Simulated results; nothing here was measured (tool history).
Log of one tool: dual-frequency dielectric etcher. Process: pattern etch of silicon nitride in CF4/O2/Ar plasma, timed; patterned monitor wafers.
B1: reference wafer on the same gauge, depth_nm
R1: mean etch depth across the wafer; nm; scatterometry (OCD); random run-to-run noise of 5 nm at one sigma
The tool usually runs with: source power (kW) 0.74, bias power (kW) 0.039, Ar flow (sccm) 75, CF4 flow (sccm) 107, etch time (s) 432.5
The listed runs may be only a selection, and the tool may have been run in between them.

run 1 hour=0 | source_power_(kW)=0.74 bias_power_(kW)=0.039 Ar_flow_(sccm)=75 CF4_flow_(sccm)=107 etch_time_(s)=432.5 | B1=1287.8 | R1=1151.1
run 2 hour=60.1 | source_power_(kW)=0.74 bias_power_(kW)=0.039 Ar_flow_(sccm)=75 CF4_flow_(sccm)=107 etch_time_(s)=432.5 | B1=1290 | R1=1145.2
-- hour=82.1 bias power generator calibrated
run 3 hour=97.9 | source_power_(kW)=0.74 bias_power_(kW)=0.039 Ar_flow_(sccm)=75 CF4_flow_(sccm)=107 etch_time_(s)=432.5 | B1=1289.3 | R1=1153.1
run 4 hour=165.3 | source_power_(kW)=0.62 bias_power_(kW)=0.039 Ar_flow_(sccm)=75 CF4_flow_(sccm)=107 etch_time_(s)=432.5 | B1=1289.9 | R1=994.1
run 5 hour=219 | source_power_(kW)=0.62 bias_power_(kW)=0.039 Ar_flow_(sccm)=75 CF4_flow_(sccm)=107 etch_time_(s)=432.5 | B1=1289.3 | R1=1001.8
-- hour=346 gauge calibrated
run 6 hour=388.8 | source_power_(kW)=0.62 bias_power_(kW)=0.039 Ar_flow_(sccm)=75 CF4_flow_(sccm)=107 etch_time_(s)=432.5 | B1=1289.6 | R1=1010.2
-- hour=427.1 wet clean of the chamber
run 7 hour=429.4 | source_power_(kW)=0.74 bias_power_(kW)=0.039 Ar_flow_(sccm)=75 CF4_flow_(sccm)=107 etch_time_(s)=432.5 | B1=1289.5 | R1=1134.6
run 8 hour=492.1 | source_power_(kW)=0.74 bias_power_(kW)=0.039 Ar_flow_(sccm)=75 CF4_flow_(sccm)=107 etch_time_(s)=432.5 | B1=1290.5 | R1=1144.7
-- hour=518.1 CF4 flow controller replaced
run 9 hour=538.1 | source_power_(kW)=0.74 bias_power_(kW)=0.03 Ar_flow_(sccm)=75 CF4_flow_(sccm)=107 etch_time_(s)=339.5 | B1=1289 | R1=829.8
run 10 hour=641.8 | source_power_(kW)=0.74 bias_power_(kW)=0.039 Ar_flow_(sccm)=75 CF4_flow_(sccm)=107 etch_time_(s)=432.5 | B1=1288 | R1=1159.2
run 11 hour=689.7 | source_power_(kW)=0.74 bias_power_(kW)=0.039 Ar_flow_(sccm)=75 CF4_flow_(sccm)=107 etch_time_(s)=432.5 | B1=1290.8 | R1=1154.6
-- hour=770 upper electrode replaced
run 12 hour=781 | source_power_(kW)=0.67 bias_power_(kW)=0.039 Ar_flow_(sccm)=75 CF4_flow_(sccm)=107 etch_time_(s)=432.5 | B1=1289.5 | R1=1070.3
-- hour=826.2 source power generator calibrated
run 13 hour=857.8 | source_power_(kW)=0.59 bias_power_(kW)=0.036 Ar_flow_(sccm)=75 CF4_flow_(sccm)=95 etch_time_(s)=432.5 | B1=1289.1 | R1=934.6
run 14 hour=933.4 | source_power_(kW)=0.74 bias_power_(kW)=0.045 Ar_flow_(sccm)=75 CF4_flow_(sccm)=107 etch_time_(s)=329 | B1=1291.2 | R1=934
-- hour=985.4 wet clean of the chamber
run 15 hour=986.7 | source_power_(kW)=0.74 bias_power_(kW)=0.039 Ar_flow_(sccm)=75 CF4_flow_(sccm)=107 etch_time_(s)=432.5 | B1=1290.4 | R1=1139.6
run 16 hour=1081.7 | source_power_(kW)=0.74 bias_power_(kW)=0.042 Ar_flow_(sccm)=75 CF4_flow_(sccm)=107 etch_time_(s)=362 | B1=1291.3 | R1=980.8
run 17 hour=1155 | source_power_(kW)=0.74 bias_power_(kW)=0.039 Ar_flow_(sccm)=75 CF4_flow_(sccm)=107 etch_time_(s)=432.5 | B1=1290.5 | R1=1165.6
run 18 hour=1225.3 | source_power_(kW)=0.6 bias_power_(kW)=0.039 Ar_flow_(sccm)=75 CF4_flow_(sccm)=128 etch_time_(s)=432.5 | B1=1290.4 | R1=977.9
run 19 hour=1283 | source_power_(kW)=0.83 bias_power_(kW)=0.046 Ar_flow_(sccm)=75 CF4_flow_(sccm)=107 etch_time_(s)=432.5 | B1=1291.3 | R1=1361
run 20 hour=1330.4 | source_power_(kW)=0.74 bias_power_(kW)=0.039 Ar_flow_(sccm)=75 CF4_flow_(sccm)=107 etch_time_(s)=432.5 | B1=1288.8 | R1=1164.6
-- hour=1490.9 wet clean of the chamber
run 21 hour=1563.3 | source_power_(kW)=0.74 bias_power_(kW)=0.034 Ar_flow_(sccm)=85 CF4_flow_(sccm)=107 etch_time_(s)=432.5 | B1=1290.5 | R1=1077.5
run 22 hour=1657 | source_power_(kW)=0.91 bias_power_(kW)=0.039 Ar_flow_(sccm)=61 CF4_flow_(sccm)=107 etch_time_(s)=432.5 | B1=1290.5 | R1=1425.2

Branching from run 22: 3 alternative next runs. What would each branch give?
run A hour=1657.5 | source_power_(kW)=0.74 bias_power_(kW)=0.039 Ar_flow_(sccm)=75 CF4_flow_(sccm)=107 etch_time_(s)=432.5 | B1=? | R1=?
run B hour=1657.5 | source_power_(kW)=0.74 bias_power_(kW)=0.031 Ar_flow_(sccm)=93 CF4_flow_(sccm)=107 etch_time_(s)=391 | B1=? | R1=?
run C hour=1657.5 | source_power_(kW)=0.65 bias_power_(kW)=0.039 Ar_flow_(sccm)=75 CF4_flow_(sccm)=92 etch_time_(s)=337.5 | B1=? | R1=?

run=A B1=1290.7 R1=1155
run=B B1=1290.7 R1=944.7
run=C B1=1290.7 R1=796.3
Had the tool no hidden state, the same runs would have come out as:
run=A R1=1139.9
run=B R1=932.3
run=C R1=785.9

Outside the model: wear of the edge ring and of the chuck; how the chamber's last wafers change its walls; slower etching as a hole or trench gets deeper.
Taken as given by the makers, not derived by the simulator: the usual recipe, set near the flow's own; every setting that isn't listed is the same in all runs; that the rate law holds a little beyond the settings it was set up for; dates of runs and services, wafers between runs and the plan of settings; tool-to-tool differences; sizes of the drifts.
